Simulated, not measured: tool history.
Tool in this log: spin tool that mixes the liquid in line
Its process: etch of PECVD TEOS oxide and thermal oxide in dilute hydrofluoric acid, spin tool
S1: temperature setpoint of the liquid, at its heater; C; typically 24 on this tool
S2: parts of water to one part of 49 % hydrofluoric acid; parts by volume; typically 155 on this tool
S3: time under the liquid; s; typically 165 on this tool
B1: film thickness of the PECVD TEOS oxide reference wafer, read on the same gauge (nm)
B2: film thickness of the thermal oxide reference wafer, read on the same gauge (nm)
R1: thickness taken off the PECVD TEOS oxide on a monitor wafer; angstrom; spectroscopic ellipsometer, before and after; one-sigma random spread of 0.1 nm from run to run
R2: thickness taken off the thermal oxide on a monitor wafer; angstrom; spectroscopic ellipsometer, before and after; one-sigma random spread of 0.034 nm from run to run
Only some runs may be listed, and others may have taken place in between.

run   hour    S1   S2   S3      B1       B2     R1     R2
  1      0  25.5  155  165  109.96  109.981  177.2  54.93
  2   16.7    24  155  165     110      110  166.8  51.92
  3   38.4    24  155  165  109.99      110  167.1  51.52
  4   51.5    24  155  105  109.99  109.996  107.3  32.69
  5   65.8    24  155  165  110.01  110.014    168  51.19
  6   97.4    24  155  165  110.01  109.998  166.5  51.84
  7  118.4    24  155  165  109.99  110.029  167.8  51.84
  8  140.7    24  155  165  109.96  109.999  166.1  51.86
  9    162    27  125  110  110.06  110.032  161.1  49.26
 10  260.4  22.5   80   90  110.01  109.994  178.4  55.87
 11  295.7    24  155  165  110.01  110.006  168.9   51.8
 12  325.9    24  155   85  109.97  110.034   85.9  26.62
 13  352.1    24  155  165  110.03  110.033    168  52.07
     360.7  -- hydrofluoric acid flow meter replaced
     396.8  -- gauge calibrated
     405.6  -- thermometer replaced
 14  436.3    24  155  165  109.99  110.037  153.8  47.48
 15  460.3  27.5  235  115  109.99  109.992   72.3  22.63
 16  482.5    21  155   65  110.03  109.977   54.1  16.72
 17  509.3  28.5  195  165  110.02  109.981  137.1  42.66
 18  540.4  28.5  155  165  110.01  110.065  183.5  56.84
 19    576  26.5  195  165  109.98  109.994  128.7  39.74
 20  597.1    24  230  165  110.02  109.999   96.1  29.88
 21  630.5    24  155  165  109.99  110.026  153.4  48.13
 22    654    24   90  165  110.01   109.99  285.5   88.5
 23  680.1    26  215  165  110.02  110.008  112.8  35.09
 24  703.7    24  155  165     110  110.013  155.1  48.16
 25  716.7    27  190  105  109.99  110.002   86.2  26.39

5 ways to go on from here, each from the tool as it stands after run 25. What would each give?
  A  717.2    24  155  165   ?   ?   ?   ?
  B  717.2    24  155   80   ?   ?   ?   ?
  C  717.2  19.5  155   90   ?   ?   ?   ?
  D  717.2    24  210  195   ?   ?   ?   ?
  E  717.2  20.5  155  165   ?   ?   ?   ?

run      B1       B2     R1     R2
  A  110.01  109.994  153.5  47.66
  B  110.01  109.994   74.4  23.11
  C  110.01  109.994   70.2  21.79
  D  110.01  109.994  126.3  39.21
  E  110.01  109.994  133.9  41.57
The same runs, with their run-to-run variation unchanged, on a tool lacking any hidden condition would have given:
run     R1     R2
  A  152.1  47.23
  B   73.8   22.9
  C   69.6  21.62
  D  124.9  38.78
  E  132.8  41.23

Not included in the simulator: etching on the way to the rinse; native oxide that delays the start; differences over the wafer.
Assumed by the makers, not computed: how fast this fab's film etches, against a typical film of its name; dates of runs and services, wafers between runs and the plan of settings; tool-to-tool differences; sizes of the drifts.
